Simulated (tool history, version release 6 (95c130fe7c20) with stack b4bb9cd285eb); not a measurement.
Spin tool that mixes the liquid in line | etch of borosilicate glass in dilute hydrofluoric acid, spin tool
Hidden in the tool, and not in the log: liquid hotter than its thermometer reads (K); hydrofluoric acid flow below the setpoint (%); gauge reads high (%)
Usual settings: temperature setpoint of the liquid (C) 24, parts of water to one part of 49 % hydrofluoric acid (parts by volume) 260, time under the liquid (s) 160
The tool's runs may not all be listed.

| run | day | temperature setpoint of the liquid (C) | parts of water to one part of 49 % hydrofluoric acid (parts by volume) | time under the liquid (s) | wafers since the last listed run | hours since the thermometer was replaced | hours since the hydrofluoric acid flow meter was replaced | hours since the gauge calibration | read-back film thickness of the borosilicate glass reference wafer, read on the same gauge (nm) | thickness taken off the borosilicate glass on a monitor wafer (nm) |
|---|---|---|---|---|---|---|---|---|---|---|
| 1 | 0 | 24 | 230 | 160 | 0 | 1358 | 1517.8 | 160.7 | 50.03 | 14.42 |
| 2 | 0.288 | 24 | 260 | 160 | 38 | 1364.9 | 1524.7 | 167.6 | 49.97 | 12.29 |
| 3 | 0.604 | 24 | 260 | 130 | 42 | 1372.5 | 1532.3 | 175.2 | 50.02 | 9.98 |
|  | 0.642 | gauge calibrated |
| 4 | 0.888 | 24 | 260 | 130 | 37 | 1379.3 | 1539.1 | 5.9 | 50.03 | 9.94 |
| 5 | 1.562 | 24 | 260 | 130 | 90 | 1395.5 | 1555.3 | 22.1 | 50.04 | 9.94 |
| 6 | 1.917 | 24 | 260 | 160 | 47 | 1404 | 1563.8 | 30.6 | 49.98 | 12.17 |
| 7 | 2.217 | 24 | 260 | 160 | 40 | 1411.2 | 1571 | 37.8 | 50.02 | 12.27 |
| 8 | 2.933 | 24 | 260 | 160 | 96 | 1428.4 | 1588.2 | 55 | 50 | 12.19 |
| 9 | 4.433 | 24 | 260 | 160 | 200 | 1464.4 | 1624.2 | 91 | 50.02 | 12.15 |
|  | 4.65 | thermometer replaced |
|  | 4.708 | hydrofluoric acid flow meter replaced |
| 10 | 4.879 | 24 | 260 | 160 | 48 | 5.5 | 4.1 | 101.7 | 50.01 | 13.53 |
| 11 | 5.529 | 24 | 185 | 160 | 87 | 21.1 | 19.7 | 117.3 | 50 | 20.61 |
| 12 | 6.088 | 24 | 260 | 160 | 74 | 34.5 | 33.1 | 130.7 | 49.98 | 13.48 |
|  | 6.467 | gauge calibrated |
| 13 | 6.5 | 24 | 260 | 160 | 55 | 44.4 | 43 | 0.8 | 50.01 | 13.49 |
| 14 | 7.179 | 24 | 315 | 95 | 91 | 60.7 | 59.3 | 17.1 | 50.03 | 6.28 |
| 15 | 7.475 | 28 | 260 | 95 | 39 | 67.8 | 66.4 | 24.2 | 49.93 | 9.19 |
| 16 | 7.942 | 21 | 320 | 130 | 62 | 79 | 77.6 | 35.4 | 50.03 | 7.54 |
| 17 | 8.662 | 25.5 | 260 | 255 | 96 | 96.3 | 94.9 | 52.7 | 49.93 | 22.72 |
| 18 | 9.021 | 24 | 260 | 90 | 48 | 104.9 | 103.5 | 61.3 | 50 | 7.55 |
| 19 | 9.642 | 20 | 335 | 160 | 83 | 119.8 | 118.4 | 76.2 | 50.05 | 8.4 |

3 ways to go on from here, each from the tool as it stands after run 19. What would each give?
| A | 9.662 | 24 | 260 | 160 | 2 | 120.3 | 118.9 | 76.7 | ? | ? |
| B | 9.662 | 24 | 260 | 185 | 2 | 120.3 | 118.9 | 76.7 | ? | ? |
| C | 9.662 | 24 | 195 | 160 | 2 | 120.3 | 118.9 | 76.7 | ? | ? |

| run | read-back film thickness of the borosilicate glass reference wafer, read on the same gauge (nm) | thickness taken off the borosilicate glass on a monitor wafer (nm) |
|---|---|---|
| A | 50.05 | 13.48 |
| B | 50.05 | 15.59 |
| C | 50.05 | 19.27 |
Without the tool's hidden state the same runs would have given:
| run | thickness taken off the borosilicate glass on a monitor wafer (nm) |
|---|---|
| A | 13.37 |
| B | 15.45 |
| C | 19.07 |
